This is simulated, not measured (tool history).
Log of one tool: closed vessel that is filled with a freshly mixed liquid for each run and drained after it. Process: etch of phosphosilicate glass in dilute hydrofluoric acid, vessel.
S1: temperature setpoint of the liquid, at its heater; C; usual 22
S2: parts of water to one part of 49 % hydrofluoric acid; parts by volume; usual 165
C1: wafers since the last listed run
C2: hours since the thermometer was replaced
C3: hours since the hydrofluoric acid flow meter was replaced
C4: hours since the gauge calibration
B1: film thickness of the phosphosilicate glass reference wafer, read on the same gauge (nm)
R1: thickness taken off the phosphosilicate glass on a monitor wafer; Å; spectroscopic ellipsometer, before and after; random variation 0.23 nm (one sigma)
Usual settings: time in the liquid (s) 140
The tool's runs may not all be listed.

Run 1, day 0.000: usual settings; C1 0; C2 2323.9; C3 1877.0; C4 173.9; B1 139.98. Result: R1 568.4 Å.
Run 2, day 0.492: usual settings but S1 24 C; C1 1362; C2 2335.7; C3 1888.8; C4 185.7; B1 140.01. Result: R1 623.4 Å.
Run 3, day 1.088: usual settings but S1 24 C; C1 1651; C2 2350.0; C3 1903.1; C4 200.0; B1 139.98. Result: R1 616.2 Å.
Run 4, day 1.583: usual settings but S1 24 C, S2 200 parts by volume; C1 1374; C2 2361.9; C3 1915.0; C4 211.9; B1 140.01. Result: R1 491.5 Å.
Run 5, day 2.183: usual settings; C1 1662; C2 2376.3; C3 1929.4; C4 226.3; B1 140.02. Result: R1 571.8 Å.
Run 6, day 2.792: usual settings; C1 1685; C2 2390.9; C3 1944.0; C4 240.9; B1 140.02. Result: R1 574.2 Å.
Run 7, day 4.404: usual settings; C1 4468; C2 2429.6; C3 1982.7; C4 279.6; B1 140.02. Result: R1 569.3 Å.
Run 8, day 4.779: usual settings; C1 1039; C2 2438.6; C3 1991.7; C4 288.6; B1 140.00. Result: R1 574.8 Å.
At day 4.983: gauge calibrated.
Run 9, day 5.221: usual settings; C1 1223; C2 2449.2; C3 2002.3; C4 5.7; B1 140.01. Result: R1 568.4 Å.
Run 10, day 5.871: usual settings; C1 1801; C2 2464.8; C3 2017.9; C4 21.3; B1 140.02. Result: R1 575.6 Å.
Run 11, day 6.371: usual settings; C1 1385; C2 2476.8; C3 2029.9; C4 33.3; B1 139.98. Result: R1 575.9 Å.
At day 6.633: hydrofluoric acid flow meter replaced.
Run 12, day 6.821: usual settings but S2 140 parts by volume; C1 1131; C2 2487.6; C3 4.5; C4 44.1; B1 140.04. Result: R1 741.3 Å.
Run 13, day 7.308: usual settings but S2 140 parts by volume; C1 1350; C2 2499.3; C3 16.2; C4 55.8; B1 140.02. Result: R1 731.8 Å.
At day 7.408: thermometer replaced.
Run 14, day 7.658: usual settings but S2 140 parts by volume; C1 854; C2 6.0; C3 24.6; C4 64.2; B1 139.99. Result: R1 734.0 Å.
Run 15, day 8.154: usual settings; C1 1374; C2 17.9; C3 36.5; C4 76.1; B1 139.99. Result: R1 606.3 Å.

The next listed run, before its measurement:
At day 8.496: hydrofluoric acid flow meter replaced, repeated, since the last time left the tool worse.
Run 16, day 8.517: usual settings; C1 889; C2 26.6; C3 0.5; C4 84.8; B1 ?. Result: R1 ?.

B1: 139.98
R1: 516.1 Å
Without the tool's hidden state the same run would have given R1 513.9 Å.

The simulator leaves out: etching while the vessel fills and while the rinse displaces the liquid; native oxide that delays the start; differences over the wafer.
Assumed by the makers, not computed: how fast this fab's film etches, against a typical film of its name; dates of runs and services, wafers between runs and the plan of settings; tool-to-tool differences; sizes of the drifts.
